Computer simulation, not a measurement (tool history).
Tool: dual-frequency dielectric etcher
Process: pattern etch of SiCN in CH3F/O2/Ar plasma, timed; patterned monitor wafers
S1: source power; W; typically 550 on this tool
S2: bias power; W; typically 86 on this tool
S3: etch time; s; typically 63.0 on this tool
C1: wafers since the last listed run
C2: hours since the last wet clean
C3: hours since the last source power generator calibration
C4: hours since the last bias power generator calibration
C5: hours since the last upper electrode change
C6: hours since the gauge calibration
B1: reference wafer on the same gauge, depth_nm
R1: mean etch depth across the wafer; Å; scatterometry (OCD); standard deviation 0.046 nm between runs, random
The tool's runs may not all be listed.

| run | hour | S1 | S2 | S3 | C1 | C2 | C3 | C4 | C5 | C6 | B1 | R1 |
|---|---|---|---|---|---|---|---|---|---|---|---|---|
| 1 | 0.0 | 550 | 86 | 63.0 | 0 | 442.7 | 4136.7 | 3564.7 | 5443.4 | 244.6 | 31.89 | 308.4 |
| 2 | 32.0 | 550 | 86 | 63.0 | 279 | 474.7 | 4168.7 | 3596.7 | 5475.4 | 276.6 | 31.87 | 308.5 |
| 3 | 60.6 | 550 | 86 | 57.5 | 249 | 503.3 | 4197.3 | 3625.3 | 5504.0 | 305.2 | 31.91 | 282.8 |
| 4 | 85.9 | 550 | 86 | 68.5 | 220 | 528.6 | 4222.6 | 3650.6 | 5529.3 | 330.5 | 31.90 | 336.2 |
| 5 | 112.3 | 550 | 86 | 68.5 | 230 | 555.0 | 4249.0 | 3677.0 | 5555.7 | 356.9 | 31.90 | 335.9 |
| 6 | 127.5 | 550 | 86 | 68.5 | 132 | 570.2 | 4264.2 | 3692.2 | 5570.9 | 372.1 | 31.88 | 336.4 |
| 7 | 147.6 | 550 | 86 | 56.0 | 175 | 590.3 | 4284.3 | 3712.3 | 5591.0 | 392.2 | 31.90 | 275.0 |
|  | 182.8 | wet clean of the chamber |
| 8 | 183.3 | 550 | 86 | 56.0 | 102 | 0.5 | 4320.0 | 3748.0 | 5626.7 | 427.9 | 31.87 | 271.4 |
| 9 | 258.9 | 550 | 86 | 56.0 | 659 | 76.1 | 4395.6 | 3823.6 | 5702.3 | 503.5 | 31.91 | 270.9 |
| 10 | 273.4 | 550 | 86 | 63.0 | 126 | 90.6 | 4410.1 | 3838.1 | 5716.8 | 518.0 | 31.91 | 305.1 |
|  | 305.7 | upper electrode replaced |
| 11 | 306.2 | 550 | 86 | 63.0 | 76 | 123.4 | 4442.9 | 3870.9 | 0.5 | 550.8 | 31.88 | 305.7 |
| 12 | 326.4 | 550 | 86 | 63.0 | 176 | 143.6 | 4463.1 | 3891.1 | 20.7 | 571.0 | 31.90 | 306.3 |
|  | 344.7 | bias power generator calibrated |
| 13 | 350.6 | 550 | 86 | 63.0 | 176 | 167.8 | 4487.3 | 5.9 | 44.9 | 595.2 | 31.90 | 305.8 |
| 14 | 367.4 | 490 | 106 | 51.5 | 146 | 184.6 | 4504.1 | 22.7 | 61.7 | 612.0 | 31.90 | 256.0 |
|  | 367.4 | gauge calibrated |
| 15 | 384.4 | 550 | 86 | 63.0 | 148 | 201.6 | 4521.1 | 39.7 | 78.7 | 17.0 | 31.89 | 306.9 |
|  | 398.9 | source power generator calibrated |
| 16 | 399.4 | 550 | 108 | 63.0 | 95 | 216.6 | 0.5 | 54.7 | 93.7 | 32.0 | 31.91 | 330.9 |
| 17 | 415.0 | 550 | 86 | 47.0 | 136 | 232.2 | 16.1 | 70.3 | 109.3 | 47.6 | 31.92 | 228.4 |
| 18 | 444.1 | 510 | 86 | 63.0 | 253 | 261.3 | 45.2 | 99.4 | 138.4 | 76.7 | 31.88 | 296.4 |
| 19 | 460.7 | 660 | 70 | 56.5 | 144 | 277.9 | 61.8 | 116.0 | 155.0 | 93.3 | 31.91 | 280.0 |
| 20 | 475.2 | 550 | 86 | 63.0 | 126 | 292.4 | 76.3 | 130.5 | 169.5 | 107.8 | 31.88 | 307.9 |
| 21 | 503.3 | 550 | 86 | 46.0 | 245 | 320.5 | 104.4 | 158.6 | 197.6 | 135.9 | 31.88 | 224.3 |
| 22 | 517.5 | 460 | 86 | 63.0 | 123 | 334.7 | 118.6 | 172.8 | 211.8 | 150.1 | 31.90 | 283.8 |
| 23 | 550.1 | 550 | 68 | 63.0 | 284 | 367.3 | 151.2 | 205.4 | 244.4 | 182.7 | 31.91 | 285.1 |
| 24 | 572.2 | 610 | 86 | 76.0 | 192 | 389.4 | 173.3 | 227.5 | 266.5 | 204.8 | 31.90 | 389.4 |

Hidden state, per run?
source power that arrives over what is set, %: 0, the same for each run
bias power that arrives over what is set, %: 0, the same for each run
gauge reads high (%): 0, the same for each run
H1: etch rate over this chamber's usual, %
| run | H1 |
|---|---|
| 1 | 1.11 |
| 2 | 1.18 |
| 3 | 1.25 |
| 4 | 1.31 |
| 5 | 1.37 |
| 6 | 1.4 |
| 7 | 1.45 |
| 8 | 0.101 |
| 9 | 0.273 |
| 10 | 0.306 |
| 11 | 0.381 |
| 12 | 0.427 |
| 13 | 0.482 |
| 14 | 0.521 |
| 15 | 0.559 |
| 16 | 0.594 |
| 17 | 0.629 |
| 18 | 0.696 |
| 19 | 0.734 |
| 20 | 0.767 |
| 21 | 0.831 |
| 22 | 0.863 |
| 23 | 0.938 |
| 24 | 0.988 |
